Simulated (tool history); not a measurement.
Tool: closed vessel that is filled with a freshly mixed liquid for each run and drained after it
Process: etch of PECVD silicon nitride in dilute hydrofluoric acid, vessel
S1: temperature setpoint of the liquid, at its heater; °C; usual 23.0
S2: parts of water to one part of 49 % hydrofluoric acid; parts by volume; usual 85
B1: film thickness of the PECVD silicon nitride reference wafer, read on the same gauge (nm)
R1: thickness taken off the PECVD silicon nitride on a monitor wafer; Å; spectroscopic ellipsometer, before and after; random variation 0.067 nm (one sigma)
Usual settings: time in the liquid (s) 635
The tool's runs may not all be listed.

Run 1, hour 0.0: usual settings; B1 86.05. Result: R1 163.6 Å.
Run 2, hour 28.3: usual settings but time in the liquid (s) 555; B1 86.03. Result: R1 142.9 Å.
Run 3, hour 67.3: usual settings; B1 85.97. Result: R1 163.0 Å.
Run 4, hour 95.1: usual settings; B1 85.94. Result: R1 163.5 Å.
Run 5, hour 141.6: usual settings; B1 85.89. Result: R1 162.9 Å.
Run 6, hour 199.8: usual settings; B1 85.83. Result: R1 163.7 Å.
Run 7, hour 225.0: usual settings but time in the liquid (s) 385; B1 85.82. Result: R1 99.0 Å.
At hour 235.2: thermometer replaced.
Run 8, hour 283.9: usual settings but time in the liquid (s) 385; B1 85.79. Result: R1 99.3 Å.
Run 9, hour 344.5: usual settings but S2 100 parts by volume, time in the liquid (s) 845; B1 85.77. Result: R1 184.6 Å.
Run 10, hour 413.6: usual settings but S2 100 parts by volume, time in the liquid (s) 845; B1 85.73. Result: R1 183.7 Å.
At hour 413.8: gauge calibrated.
Run 11, hour 475.2: usual settings but S1 26.5 °C; B1 89.43. Result: R1 214.7 Å.
Run 12, hour 546.5: usual settings but S2 60 parts by volume; B1 88.88. Result: R1 237.9 Å.
Run 13, hour 616.0: usual settings but S1 25.0 °C; B1 88.42. Result: R1 192.0 Å.
At hour 660.3: hydrofluoric acid flow meter replaced.
Run 14, hour 676.2: usual settings but S1 26.5 °C, S2 105 parts by volume, time in the liquid (s) 805; B1 88.11. Result: R1 218.1 Å.
Run 15, hour 735.6: usual settings but S1 27.0 °C, S2 45 parts by volume, time in the liquid (s) 455; B1 87.84. Result: R1 291.8 Å.
At hour 784.3: thermometer replaced.
Run 16, hour 806.0: usual settings; B1 87.51. Result: R1 166.8 Å.
Run 17, hour 869.7: usual settings but S2 115 parts by volume; B1 87.30. Result: R1 123.5 Å.
Run 18, hour 936.6: usual settings; B1 87.09. Result: R1 165.9 Å.
Run 19, hour 964.6: usual settings but time in the liquid (s) 815; B1 87.00. Result: R1 212.2 Å.
Run 20, hour 1029.8: usual settings but S1 24.5 °C, S2 120 parts by volume, time in the liquid (s) 750; B1 86.87. Result: R1 152.7 Å.
Run 21, hour 1094.0: usual settings but S2 70 parts by volume, time in the liquid (s) 320; B1 86.73. Result: R1 100.4 Å.
Run 22, hour 1152.9: usual settings but time in the liquid (s) 385; B1 86.64. Result: R1 99.9 Å.

Forecast each of these 5 alternatives for the next run:
Run A, hour 1153.7: usual settings but S2 70 parts by volume; B1 ?. Result: R1 ?.
Run B, hour 1153.7: usual settings but S1 26.0 °C, S2 100 parts by volume, time in the liquid (s) 905; B1 ?. Result: R1 ?.
Run C, hour 1153.7: usual settings but S2 70 parts by volume, time in the liquid (s) 830; B1 ?. Result: R1 ?.
Run D, hour 1153.7: usual settings but S1 26.0 °C; B1 ?. Result: R1 ?.
Run E, hour 1153.7: usual settings but S1 27.0 °C, S2 55 parts by volume; B1 ?. Result: R1 ?.

run     B1     R1
  A  86.64  198.9
  B  86.64  243.1
  C  86.64  260.0
  D  86.64  200.4
  E  86.64  329.1
Without the tool's hidden state the same runs would have given:
run     R1
  A  206.6
  B  252.5
  C  270.1
  D  208.2
  E  341.9
